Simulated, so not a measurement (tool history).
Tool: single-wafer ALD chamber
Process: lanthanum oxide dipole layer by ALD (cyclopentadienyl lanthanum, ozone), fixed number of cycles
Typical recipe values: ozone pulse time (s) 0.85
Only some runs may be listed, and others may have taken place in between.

| run | hour | ozone pulse time (s) | wafers since the last listed run | hours since the last thermocouple change | hours since the last ozone generator service | hours since the showerhead was replaced | hours since the gauge calibration | read-back reference wafer on the same gauge, thickness_nm | mean film thickness on the monitor wafer (nm) |
|---|---|---|---|---|---|---|---|---|---|
| 1 | 0 | 0.85 | 0 | 948 | 1165 | 4338.6 | 297.2 | 0.574 | 0.411 |
| 2 | 10.3 | 0.85 | 171 | 958.3 | 1175.3 | 4348.9 | 307.5 | 0.574 | 0.413 |
| 3 | 25.2 | 0.85 | 247 | 973.2 | 1190.2 | 4363.8 | 322.4 | 0.573 | 0.413 |
| 4 | 40.2 | 1.1 | 249 | 988.2 | 1205.2 | 4378.8 | 337.4 | 0.572 | 0.46 |
| 5 | 47.7 | 1.1 | 124 | 995.7 | 1212.7 | 4386.3 | 344.9 | 0.572 | 0.459 |
| 6 | 53.7 | 0.61 | 99 | 1001.7 | 1218.7 | 4392.3 | 350.9 | 0.573 | 0.35 |
| 7 | 71.4 | 0.93 | 294 | 1019.4 | 1236.4 | 4410 | 368.6 | 0.573 | 0.428 |
| 8 | 79.6 | 0.93 | 136 | 1027.6 | 1244.6 | 4418.2 | 376.8 | 0.572 | 0.427 |
| 9 | 128.1 | 0.94 | 806 | 1076.1 | 1293.1 | 4466.7 | 425.3 | 0.572 | 0.43 |
|  | 136.2 | gauge calibrated |
| 10 | 141.3 | 0.94 | 219 | 1089.3 | 1306.3 | 4479.9 | 5.1 | 0.572 | 0.427 |
| 11 | 148.6 | 1 | 121 | 1096.6 | 1313.6 | 4487.2 | 12.4 | 0.573 | 0.439 |
|  | 162.9 | ozone generator serviced |
| 12 | 163.3 | 0.85 | 111 | 1111.3 | 0.4 | 4501.9 | 27.1 | 0.572 | 0.489 |
| 13 | 172.4 | 0.85 | 151 | 1120.4 | 9.5 | 4511 | 36.2 | 0.573 | 0.488 |
| 14 | 182.3 | 0.85 | 164 | 1130.3 | 19.4 | 4520.9 | 46.1 | 0.573 | 0.484 |
| 15 | 191 | 0.85 | 144 | 1139 | 28.1 | 4529.6 | 54.8 | 0.573 | 0.485 |
| 16 | 205.2 | 0.85 | 236 | 1153.2 | 42.3 | 4543.8 | 69 | 0.572 | 0.481 |
|  | 225.7 | thermocouple changed; heater temperature recalibrated |
| 17 | 226.2 | 1.05 | 216 | 0.5 | 63.3 | 4564.8 | 90 | 0.573 | 0.517 |
| 18 | 234.8 | 0.85 | 143 | 9.1 | 71.9 | 4573.4 | 98.6 | 0.573 | 0.477 |
| 19 | 247.3 | 0.57 | 207 | 21.6 | 84.4 | 4585.9 | 111.1 | 0.572 | 0.405 |
| 20 | 255.7 | 0.73 | 139 | 30 | 92.8 | 4594.3 | 119.5 | 0.573 | 0.452 |
| 21 | 265.4 | 0.85 | 161 | 39.7 | 102.5 | 4604 | 129.2 | 0.573 | 0.477 |
| 22 | 275 | 0.85 | 159 | 49.3 | 112.1 | 4613.6 | 138.8 | 0.573 | 0.478 |
|  | 285 | showerhead replaced |
| 23 | 285.5 | 0.75 | 41 | 59.8 | 122.6 | 0.5 | 149.3 | 0.572 | 0.454 |
| 24 | 295 | 1.12 | 158 | 69.3 | 132.1 | 10 | 158.8 | 0.573 | 0.515 |
| 25 | 304.8 | 0.68 | 163 | 79.1 | 141.9 | 19.8 | 168.6 | 0.572 | 0.434 |
| 26 | 316 | 0.85 | 186 | 90.3 | 153.1 | 31 | 179.8 | 0.573 | 0.472 |
| 27 | 337.1 | 0.85 | 351 | 111.4 | 174.2 | 52.1 | 200.9 | 0.573 | 0.468 |
| 28 | 353.2 | 1.01 | 267 | 127.5 | 190.3 | 68.2 | 217 | 0.573 | 0.491 |
| 29 | 359.4 | 1.03 | 103 | 133.7 | 196.5 | 74.4 | 223.2 | 0.573 | 0.497 |
| 30 | 367.8 | 0.71 | 139 | 142.1 | 204.9 | 82.8 | 231.6 | 0.572 | 0.431 |
| 31 | 384.6 | 0.95 | 279 | 158.9 | 221.7 | 99.6 | 248.4 | 0.573 | 0.484 |

What if the next run were any one of these 3? Each begins from the tool's condition after run 31:
| A | 385 | 0.85 | 6 | 159.3 | 222.1 | 100 | 248.8 | ? | ? |
| B | 385 | 0.69 | 6 | 159.3 | 222.1 | 100 | 248.8 | ? | ? |
| C | 385 | 0.58 | 6 | 159.3 | 222.1 | 100 | 248.8 | ? | ? |

| run | read-back reference wafer on the same gauge, thickness_nm | mean film thickness on the monitor wafer (nm) |
|---|---|---|
| A | 0.572 | 0.465 |
| B | 0.572 | 0.427 |
| C | 0.572 | 0.395 |
With no hidden state in the tool, these same runs would have given:
| run | mean film thickness on the monitor wafer (nm) |
|---|---|
| A | 0.493 |
| B | 0.458 |
| C | 0.426 |

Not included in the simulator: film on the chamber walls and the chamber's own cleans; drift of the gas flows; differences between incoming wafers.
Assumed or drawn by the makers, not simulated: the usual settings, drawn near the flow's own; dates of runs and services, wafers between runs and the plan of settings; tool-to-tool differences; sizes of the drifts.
